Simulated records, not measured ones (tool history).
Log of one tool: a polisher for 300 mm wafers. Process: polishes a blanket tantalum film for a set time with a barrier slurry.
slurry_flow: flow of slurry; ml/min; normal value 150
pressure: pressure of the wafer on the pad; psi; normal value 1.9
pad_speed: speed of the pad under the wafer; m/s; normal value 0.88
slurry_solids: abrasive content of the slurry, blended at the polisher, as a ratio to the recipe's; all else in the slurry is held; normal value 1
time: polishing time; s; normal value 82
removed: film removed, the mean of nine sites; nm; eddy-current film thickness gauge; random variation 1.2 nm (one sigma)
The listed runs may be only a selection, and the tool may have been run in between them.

run    hour  slurry_flow  pressure  pad_speed  slurry_solids  time  incoming thickness of the incoming film, nm  removed
  1       0          150       1.9       0.88              1    88                                        463.9    112.5
        9.7  -- slurry nozzle cleaned
  2    36.8          120       1.9       0.88              1    82                                        469.3      100
       70.4  -- slurry blender recalibrated
  3   132.5          120       1.9       0.88              1    82                                        464.7    108.6
  4   220.6          150       1.9       0.64              1    82                                          473     82.7
  5   313.4          150       1.9       0.88              1    82                                        475.4    113.9
  6   411.2          150       1.9       0.88              1    82                                          470    113.4
  7   482.7          150       1.9       0.88              1    82                                        477.3    108.5
  8   590.3          150       1.9       0.88              1    82                                        471.6    107.5
      620.4  -- worn pad replaced by a new one
      623.2  -- slurry nozzle cleaned
  9   669.2          150       1.9       0.88              1    82                                        477.1    103.7
      708.1  -- slurry blender recalibrated
 10   913.5          150       1.9       0.88              1    82                                        471.9    110.6
 11   961.3          150       1.9       0.88              1    82                                        462.6    111.6
 12   998.4          150       1.9       0.88              1    82                                        476.8    108.1
 13  1070.4          175       1.9       0.88              1    82                                        476.6    111.1
 14  1175.7          150       1.3       1.02              1    82                                        468.8     84.7
 15    1239          150       1.9       0.88              1   103                                        468.9    126.9
       1262  -- worn pad replaced by a new one
     1275.8  -- slurry nozzle cleaned
 16  1285.2          150       1.9       0.88            1.2    82                                        465.2    109.8
     1308.3  -- head pressure recalibrated
     1340.5  -- slurry blender recalibrated
 17  1452.2          150       1.9       0.88              1    82                                        475.8    110.9
 18  1538.9          150       1.6       0.88              1    82                                        469.9       95
 19  1583.4          150       1.9       0.88              1    82                                        463.1      112
 20    1673          120       1.7       0.66           1.25    82                                        466.8     76.8
 21  1711.8          150       1.9       0.88            1.1    64                                        471.5       89
 22  1767.8          100       1.9       0.88              1    98                                        465.2    120.8
 23    1856          150       1.9       0.88              1    82                                        469.3    104.4
     1884.4  -- worn pad replaced by a new one
 24    1940          150       1.4       0.88            0.9    82                                        464.9       73
       1967  -- slurry blender recalibrated
     1976.4  -- slurry nozzle cleaned
 25    1987          150       1.4       0.98           0.85    90                                        471.2     96.6
 26  2078.3          130       2.2       1.08            1.1    82                                        461.4    165.5
 27  2178.6          150       1.6       1.14            0.9    82                                        465.3    117.9
 28  2255.8          120       1.3        1.1              1    82                                        472.7     91.9
 29  2331.7          150       2.2       0.88              1    82                                        474.7    129.1
 30  2438.6          150       1.9       0.88              1    97                                        479.1    125.5

Measured result minus the same run's result without the hidden state. Both carry the same run-to-run variation, though not necessarily the same gauge scatter:
Unlogged tool condition in this case: removal rate lost through wear of the pad, %; slurry flow missing at the pad, %; deviation of the head's pressure from its setpoint, %; abrasive missing from the slurry, %.
run  removed
  1    -11.1
  2    -11.7
  3     -0.7
  4     -0.9
  5     -2.2
  6     -3.7
  7     -5.2
  8     -8.5
  9    -11.4
 10     -3.9
 11     -4.6
 12       -5
 13     -6.6
 14     -7.5
 15    -14.3
 16    -12.5
 17     -1.7
 18       -2
 19       -3
 20     -2.4
 21     -3.8
 22     -7.2
 23     -9.1
 24     -9.8
 25     -0.6
 26     -1.2
 27     -1.9
 28     -2.2
 29     -4.7
 30     -7.7

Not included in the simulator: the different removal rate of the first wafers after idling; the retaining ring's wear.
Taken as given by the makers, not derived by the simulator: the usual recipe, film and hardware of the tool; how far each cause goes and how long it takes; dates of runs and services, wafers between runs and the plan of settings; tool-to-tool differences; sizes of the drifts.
